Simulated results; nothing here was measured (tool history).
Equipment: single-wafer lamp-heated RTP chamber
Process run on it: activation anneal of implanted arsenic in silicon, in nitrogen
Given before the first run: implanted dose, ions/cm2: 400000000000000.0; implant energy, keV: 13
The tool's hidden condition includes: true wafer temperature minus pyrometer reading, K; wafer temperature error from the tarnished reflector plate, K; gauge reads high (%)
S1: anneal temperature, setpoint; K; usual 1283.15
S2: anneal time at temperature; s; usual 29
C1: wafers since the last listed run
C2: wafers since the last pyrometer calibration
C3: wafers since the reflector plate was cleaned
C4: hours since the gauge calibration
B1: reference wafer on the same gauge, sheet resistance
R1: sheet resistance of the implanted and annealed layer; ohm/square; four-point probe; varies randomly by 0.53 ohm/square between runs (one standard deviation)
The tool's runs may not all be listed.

run 1 hour=0.0 | S1=1283.15 S2=29 | C1=0 C2=1977 C3=6266 C4=453.8 | B1=203.05 | R1=245.99
run 2 hour=33.1 | S1=1283.15 S2=29 | C1=375 C2=2353 C3=6642 C4=486.9 | B1=202.99 | R1=245.86
run 3 hour=50.1 | S1=1283.15 S2=29 | C1=192 C2=2546 C3=6835 C4=503.9 | B1=203.00 | R1=245.50
-- hour=72.3 pyrometer window cleaned and pyrometer calibrated
run 4 hour=77.8 | S1=1283.15 S2=29 | C1=223 C2=62 C3=7058 C4=531.6 | B1=202.82 | R1=248.20
run 5 hour=106.4 | S1=1283.15 S2=29 | C1=324 C2=386 C3=7383 C4=560.2 | B1=202.94 | R1=247.96
run 6 hour=118.4 | S1=1283.15 S2=35 | C1=136 C2=522 C3=7519 C4=572.2 | B1=202.92 | R1=246.83
run 7 hour=147.0 | S1=1283.15 S2=35 | C1=324 C2=847 C3=7844 C4=600.8 | B1=202.97 | R1=245.83
run 8 hour=165.4 | S1=1283.15 S2=15 | C1=208 C2=1056 C3=8053 C4=619.2 | B1=202.91 | R1=252.70
run 9 hour=199.9 | S1=1283.15 S2=15 | C1=391 C2=1448 C3=8444 C4=653.7 | B1=203.10 | R1=253.43
run 10 hour=231.2 | S1=1283.15 S2=29 | C1=355 C2=1803 C3=8799 C4=685.0 | B1=203.06 | R1=246.45
run 11 hour=265.4 | S1=1283.15 S2=29 | C1=388 C2=2191 C3=9188 C4=719.2 | B1=203.00 | R1=245.81
run 12 hour=278.8 | S1=1283.15 S2=29 | C1=152 C2=2343 C3=9340 C4=732.6 | B1=202.91 | R1=245.89
-- hour=291.1 pyrometer window cleaned and pyrometer calibrated
run 13 hour=301.7 | S1=1283.15 S2=25 | C1=169 C2=120 C3=9509 C4=755.5 | B1=203.06 | R1=249.96
run 14 hour=316.4 | S1=1283.15 S2=29 | C1=166 C2=287 C3=9676 C4=770.2 | B1=203.04 | R1=248.39
run 15 hour=333.8 | S1=1283.15 S2=29 | C1=197 C2=484 C3=9873 C4=787.6 | B1=202.93 | R1=247.55
-- hour=352.6 gauge calibrated
run 16 hour=364.2 | S1=1291.15 S2=29 | C1=345 C2=829 C3=10218 C4=11.6 | B1=203.02 | R1=245.40

The next listed run, before its measurement:
run 17 hour=438.6 | S1=1283.15 S2=29 | C1=844 C2=1674 C3=11063 C4=86.0 | B1=? | R1=?

For run 17 the tool returned B1 203.18, R1 245.72 ohm/square.
Had the tool carried no hidden state, the very same run would have given R1 247.44 ohm/square.
